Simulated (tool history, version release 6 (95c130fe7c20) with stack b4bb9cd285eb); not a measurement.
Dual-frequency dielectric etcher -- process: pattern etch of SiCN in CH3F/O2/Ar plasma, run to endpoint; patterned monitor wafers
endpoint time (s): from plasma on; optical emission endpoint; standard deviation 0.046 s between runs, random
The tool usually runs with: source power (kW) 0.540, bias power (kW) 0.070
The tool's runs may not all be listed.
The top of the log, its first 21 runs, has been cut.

| run | day | source power (kW) | bias power (kW) | incoming incoming film thickness, nm | endpoint time (s) |
|---|---|---|---|---|---|
| 22 | 65.762 | 0.600 | 0.078 | 6.97 | 13.8 |
| 23 | 68.917 | 0.420 | 0.083 | 7.00 | 15.1 |
| 24 | 72.629 | 0.540 | 0.055 | 6.96 | 15.3 |
| 25 | 77.167 | 0.540 | 0.070 | 6.94 | 14.4 |
|  | 78.362 | upper electrode replaced |
|  | 79.279 | wet clean of the chamber |
| 26 | 80.308 | 0.670 | 0.054 | 7.05 | 14.6 |
| 27 | 81.825 | 0.670 | 0.064 | 7.04 | 14.1 |
| 28 | 85.667 | 0.540 | 0.070 | 6.99 | 14.6 |
|  | 88.496 | bias power generator calibrated |
| 29 | 90.008 | 0.610 | 0.057 | 7.01 | 14.7 |
| 30 | 94.321 | 0.600 | 0.082 | 7.03 | 13.6 |
|  | 103.433 | wet clean of the chamber |
| 31 | 104.100 | 0.630 | 0.057 | 6.99 | 14.6 |
| 32 | 106.083 | 0.680 | 0.078 | 7.06 | 13.3 |
| 33 | 109.517 | 0.540 | 0.083 | 7.02 | 14.0 |
| 34 | 111.946 | 0.620 | 0.070 | 6.98 | 14.0 |
| 35 | 116.021 | 0.490 | 0.070 | 7.05 | 15.2 |
| 36 | 118.079 | 0.540 | 0.070 | 6.97 | 14.5 |

Alternative continuations, all from the tool just after run 36; predict every row:
| A | 118.096 | 0.600 | 0.070 | 7.07 | ? |
| B | 118.096 | 0.640 | 0.088 | 7.07 | ? |
| C | 118.096 | 0.580 | 0.081 | 7.07 | ? |

| run | endpoint time (s) |
|---|---|
| A | 14.2 |
| B | 13.1 |
| C | 13.8 |
With no hidden state in the tool, these same runs would have given:
| run | endpoint time (s) |
|---|---|
| A | 14.5 |
| B | 13.4 |
| C | 14.1 |
